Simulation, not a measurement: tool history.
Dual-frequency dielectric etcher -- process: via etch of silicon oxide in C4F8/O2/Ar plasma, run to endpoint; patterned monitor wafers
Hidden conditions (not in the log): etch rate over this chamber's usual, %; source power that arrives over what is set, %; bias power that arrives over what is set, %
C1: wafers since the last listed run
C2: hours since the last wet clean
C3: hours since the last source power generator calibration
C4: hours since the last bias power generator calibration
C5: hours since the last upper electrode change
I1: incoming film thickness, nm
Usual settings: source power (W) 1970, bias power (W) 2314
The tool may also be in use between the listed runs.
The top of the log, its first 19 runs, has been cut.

Run 20, hour 1484.9: usual settings; C1 337; C2 397.1; C3 2744.8; C4 436.2; C5 521.2; I1 1633.6. Result: endpoint time (s) 332.3.
Run 21, hour 1528.3: usual settings but source power (W) 1500, bias power (W) 2052; C1 152; C2 440.5; C3 2788.2; C4 479.6; C5 564.6; I1 1619.4. Result: endpoint time (s) 383.5.
At hour 1611.1: wet clean of the chamber.
Run 22, hour 1630.7: usual settings; C1 274; C2 19.6; C3 2890.6; C4 582.0; C5 667.0; I1 1621.9. Result: endpoint time (s) 328.3.
Run 23, hour 1734.1: usual settings but source power (W) 2320, bias power (W) 2093; C1 362; C2 123.0; C3 2994.0; C4 685.4; C5 770.4; I1 1621.2. Result: endpoint time (s) 317.1.
Run 24, hour 1810.4: usual settings; C1 267; C2 199.3; C3 3070.3; C4 761.7; C5 846.7; I1 1651.9. Result: endpoint time (s) 334.8.
At hour 1833.8: source power generator calibrated.
Run 25, hour 1852.1: usual settings but bias power (W) 2687; C1 132; C2 241.0; C3 18.3; C4 803.4; C5 888.4; I1 1618.4. Result: endpoint time (s) 308.3.
Run 26, hour 1935.4: usual settings but source power (W) 2090, bias power (W) 2063; C1 292; C2 324.3; C3 101.6; C4 886.7; C5 971.7; I1 1616.7. Result: endpoint time (s) 321.3.
Run 27, hour 1989.4: usual settings; C1 189; C2 378.3; C3 155.6; C4 940.7; C5 1025.7; I1 1630.5. Result: endpoint time (s) 320.2.
At hour 2031.9: wet clean of the chamber.
Run 28, hour 2046.1: usual settings but source power (W) 1770, bias power (W) 2557; C1 114; C2 14.2; C3 212.3; C4 997.4; C5 1082.4; I1 1641.3. Result: endpoint time (s) 332.6.
Run 29, hour 2133.2: usual settings but source power (W) 1590, bias power (W) 2566; C1 305; C2 101.3; C3 299.4; C4 1084.5; C5 1169.5; I1 1632.0. Result: endpoint time (s) 348.4.
Run 30, hour 2219.0: usual settings but source power (W) 2300, bias power (W) 2855; C1 300; C2 187.1; C3 385.2; C4 1170.3; C5 1255.3; I1 1620.0. Result: endpoint time (s) 283.6.
Run 31, hour 2257.8: usual settings; C1 136; C2 225.9; C3 424.0; C4 1209.1; C5 1294.1; I1 1604.8. Result: endpoint time (s) 322.8.
Run 32, hour 2333.2: usual settings but source power (W) 2290; C1 264; C2 301.3; C3 499.4; C4 1284.5; C5 1369.5; I1 1630.0. Result: endpoint time (s) 303.0.

Consider 5 possible next runs. They are alternatives, not a sequence: every one starts from the tool as it was left by run 32. What does each give?
Run A, hour 2333.7: usual settings; C1 1; C2 301.8; C3 499.9; C4 1285.0; C5 1370.0; I1 1618.1. Result: endpoint time (s) ?.
Run B, hour 2333.7: usual settings but source power (W) 1600, bias power (W) 1774; C1 1; C2 301.8; C3 499.9; C4 1285.0; C5 1370.0; I1 1618.1. Result: endpoint time (s) ?.
Run C, hour 2333.7: usual settings but source power (W) 1790, bias power (W) 1961; C1 1; C2 301.8; C3 499.9; C4 1285.0; C5 1370.0; I1 1618.1. Result: endpoint time (s) ?.
Run D, hour 2333.7: usual settings but source power (W) 1840; C1 1; C2 301.8; C3 499.9; C4 1285.0; C5 1370.0; I1 1618.1. Result: endpoint time (s) ?.
Run E, hour 2333.7: usual settings but source power (W) 2430, bias power (W) 1836; C1 1; C2 301.8; C3 499.9; C4 1285.0; C5 1370.0; I1 1618.1. Result: endpoint time (s) ?.

run  endpoint time (s)
  A              322.7
  B              380.1
  C              351.7
  D              333.0
  E              310.6
The same runs, with their run-to-run variation unchanged, on a tool lacking any hidden condition would have given:
run  endpoint time (s)
  A              319.9
  B              376.8
  C              348.7
  D              330.2
  E              307.9
